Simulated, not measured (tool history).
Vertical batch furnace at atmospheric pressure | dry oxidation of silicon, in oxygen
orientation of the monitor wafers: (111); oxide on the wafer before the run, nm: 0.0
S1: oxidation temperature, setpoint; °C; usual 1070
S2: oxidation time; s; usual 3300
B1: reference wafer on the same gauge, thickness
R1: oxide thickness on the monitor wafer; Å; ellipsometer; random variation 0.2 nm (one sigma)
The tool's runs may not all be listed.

Run 1, hour 0.0: usual settings; B1 108.55. Result: R1 1001.9 Å.
Run 2, hour 67.2: usual settings; B1 108.60. Result: R1 1000.3 Å.
Run 3, hour 116.4: usual settings but S2 2160 s; B1 108.63. Result: R1 766.5 Å.
At hour 138.0: gauge calibrated.
Run 4, hour 230.0: usual settings; B1 108.56. Result: R1 1003.7 Å.
Run 5, hour 261.2: usual settings; B1 108.60. Result: R1 1005.5 Å.
Run 6, hour 297.0: usual settings; B1 108.64. Result: R1 1002.5 Å.
Run 7, hour 344.9: usual settings; B1 108.67. Result: R1 1004.3 Å.
Run 8, hour 384.3: usual settings; B1 108.67. Result: R1 1003.0 Å.
Run 9, hour 415.1: usual settings; B1 108.58. Result: R1 1004.7 Å.
Run 10, hour 442.1: usual settings; B1 108.60. Result: R1 1001.9 Å.
Run 11, hour 466.5: usual settings; B1 108.58. Result: R1 1004.5 Å.
Run 12, hour 495.4: usual settings; B1 108.62. Result: R1 1006.5 Å.
Run 13, hour 532.7: usual settings; B1 108.63. Result: R1 1002.4 Å.
Run 14, hour 601.1: usual settings but S2 2580 s; B1 108.61. Result: R1 857.8 Å.
Run 15, hour 667.5: usual settings but S2 2580 s; B1 108.62. Result: R1 860.9 Å.
Run 16, hour 706.4: usual settings but S2 2580 s; B1 108.62. Result: R1 861.5 Å.
Run 17, hour 757.2: usual settings; B1 108.58. Result: R1 1003.2 Å.
Run 18, hour 827.1: usual settings but S2 2130 s; B1 108.60. Result: R1 759.8 Å.
Run 19, hour 891.2: usual settings but S1 1082 °C, S2 3960 s; B1 108.56. Result: R1 1222.9 Å.
Run 20, hour 919.3: usual settings but S2 4830 s; B1 108.61. Result: R1 1274.7 Å.
Run 21, hour 984.1: usual settings; B1 108.67. Result: R1 1004.3 Å.
Run 22, hour 1012.1: usual settings but S1 1081 °C, S2 4680 s; B1 108.62. Result: R1 1339.3 Å.
Run 23, hour 1076.2: usual settings but S2 4560 s; B1 108.62. Result: R1 1227.7 Å.
At hour 1112.6: boat lift adjusted.
Run 24, hour 1140.6: usual settings but S1 1080 °C, S2 4380 s; B1 108.66. Result: R1 1278.1 Å.
At hour 1169.7: gauge calibrated.
Run 25, hour 1201.8: usual settings; B1 108.54. Result: R1 1007.4 Å.
At hour 1240.3: thermocouples replaced and temperature profile calibrated.
Run 26, hour 1240.8: usual settings but S1 1085 °C, S2 2100 s; B1 108.51. Result: R1 817.2 Å.
Run 27, hour 1268.2: usual settings; B1 108.68. Result: R1 977.4 Å.
Run 28, hour 1302.8: usual settings but S1 1086 °C, S2 2580 s; B1 108.56. Result: R1 935.4 Å.
Run 29, hour 1369.0: usual settings; B1 108.65. Result: R1 983.1 Å.
Run 30, hour 1433.0: usual settings but S1 1092 °C, S2 2340 s; B1 108.57. Result: R1 919.6 Å.
Run 31, hour 1500.0: usual settings but S1 1083 °C, S2 2370 s; B1 108.58. Result: R1 873.8 Å.
Run 32, hour 1529.3: usual settings; B1 108.61. Result: R1 982.9 Å.
Run 33, hour 1559.6: usual settings but S1 1092 °C, S2 1890 s; B1 108.53. Result: R1 805.9 Å.
Run 34, hour 1624.9: usual settings but S1 1060 °C; B1 108.62. Result: R1 925.5 Å.

The tool's hidden state at each run:
monitor wafer colder than the profiled boat position, K: 0 in every run
gauge reads high (%): 0 in every run
H1: true tube temperature minus thermocouple reading, K
run     H1
  1   4.69
  2   4.74
  3   4.78
  4   4.87
  5   4.89
  6   4.91
  7   4.94
  8   4.97
  9   4.99
 10      5
 11   5.02
 12   5.03
 13   5.05
 14   5.09
 15   5.12
 16   5.14
 17   5.16
 18   5.19
 19   5.22
 20   5.23
 21   5.26
 22   5.27
 23   5.29
 24   5.31
 25   5.33
 26  0.984
 27    1.1
 28   1.23
 29   1.49
 30   1.72
 31   1.94
 32   2.04
 33   2.14
 34   2.34
